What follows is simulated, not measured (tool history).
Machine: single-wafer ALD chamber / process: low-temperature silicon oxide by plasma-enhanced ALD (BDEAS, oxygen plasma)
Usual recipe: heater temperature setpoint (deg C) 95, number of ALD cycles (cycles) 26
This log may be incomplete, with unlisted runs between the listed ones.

run,hour,heater temperature setpoint (deg C),number of ALD cycles (cycles),wafers since the last listed run,hours since the last thermocouple change,hours since the gauge calibration,"read-back reference wafer on the same gauge, thickness_nm",mean film thickness on the monitor wafer (Å)
1,0.0,95,26,0,1465.9,127.6,4.247,35.38
2,9.7,95,26,116,1475.6,137.3,4.248,35.64
3,26.8,86,26,205,1492.7,154.4,4.254,36.38
4,43.4,95,28,199,1509.3,171.0,4.253,37.95
5,89.0,95,26,547,1554.9,216.6,4.241,35.15
6,100.3,95,26,135,1566.2,227.9,4.249,35.66
7,106.6,103,26,75,1572.5,234.2,4.246,34.95
8,114.0,103,26,88,1579.9,241.6,4.250,34.59
9,122.9,95,26,106,1588.8,250.5,4.253,35.62
10,134.9,95,26,144,1600.8,262.5,4.258,35.56
11,145.7,95,26,129,1611.6,273.3,4.241,35.45
12,163.3,90,26,211,1629.2,290.9,4.248,36.33
13,172.0,90,26,104,1637.9,299.6,4.248,35.91
14,179.7,95,26,92,1645.6,307.3,4.251,35.58
15,190.4,95,26,128,1656.3,318.0,4.251,35.84
16,206.3,95,26,191,1672.2,333.9,4.251,35.42
17,224.2,95,26,215,1690.1,351.8,4.244,35.52
18,235.6,95,26,136,1701.5,363.2,4.247,35.53
19,241.6,95,26,72,1707.5,369.2,4.245,35.07
20,253.9,95,26,147,1719.8,381.5,4.256,35.78
21,266.0,95,24,145,1731.9,393.6,4.254,32.76
22,278.6,95,24,151,1744.5,406.2,4.238,32.75
# hour 293.5: thermocouple changed; heater temperature recalibrated
23,293.8,95,26,86,0.3,421.4,4.255,35.38
24,302.9,95,26,109,9.4,430.5,4.246,35.52
25,313.5,107,30,127,20.0,441.1,4.238,39.47
26,323.8,95,25,123,30.3,451.4,4.253,34.06
27,337.3,95,26,162,43.8,464.9,4.247,35.92
28,351.2,95,23,167,57.7,478.8,4.250,31.50
29,365.3,90,26,169,71.8,492.9,4.249,36.39
30,381.8,95,29,198,88.3,509.4,4.242,39.40
31,395.7,107,28,167,102.2,523.3,4.243,37.56
32,409.2,100,31,162,115.7,536.8,4.252,41.15
33,423.3,95,26,169,129.8,550.9,4.259,35.48
# hour 424.5: gauge calibrated
34,433.7,85,27,124,140.2,9.2,4.249,38.30
35,446.7,95,21,156,153.2,22.2,4.245,28.72
36,455.0,95,26,99,161.5,30.5,4.251,35.55
37,462.7,108,31,92,169.2,38.2,4.251,40.69
38,473.5,88,24,129,180.0,49.0,4.256,33.32
39,482.0,89,30,102,188.5,57.5,4.254,41.91
40,499.6,87,26,211,206.1,75.1,4.259,36.17
41,516.1,82,30,198,222.6,91.6,4.258,42.88
42,525.9,95,26,117,232.4,101.4,4.251,35.26
43,535.8,91,31,118,242.3,111.3,4.252,43.13
44,544.0,87,30,98,250.5,119.5,4.249,42.25
45,556.0,89,23,144,262.5,131.5,4.251,32.14
46,563.4,85,23,88,269.9,138.9,4.252,32.99
47,573.3,99,25,118,279.8,148.8,4.244,33.73

Predict each of these 4 candidate next runs independently; none follows another, all start after run 47:
A,573.7,95,26,4,280.2,149.2,?,?
B,573.7,91,26,4,280.2,149.2,?,?
C,573.7,105,26,4,280.2,149.2,?,?
D,573.7,86,22,4,280.2,149.2,?,?

run,"read-back reference wafer on the same gauge, thickness_nm",mean film thickness on the monitor wafer (Å)
A,4.248,35.35
B,4.248,35.87
C,4.248,34.39
D,4.248,30.89
Without the tool's unlogged condition, the same runs would have read:
run,mean film thickness on the monitor wafer (Å)
A,35.35
B,35.87
C,34.39
D,30.89
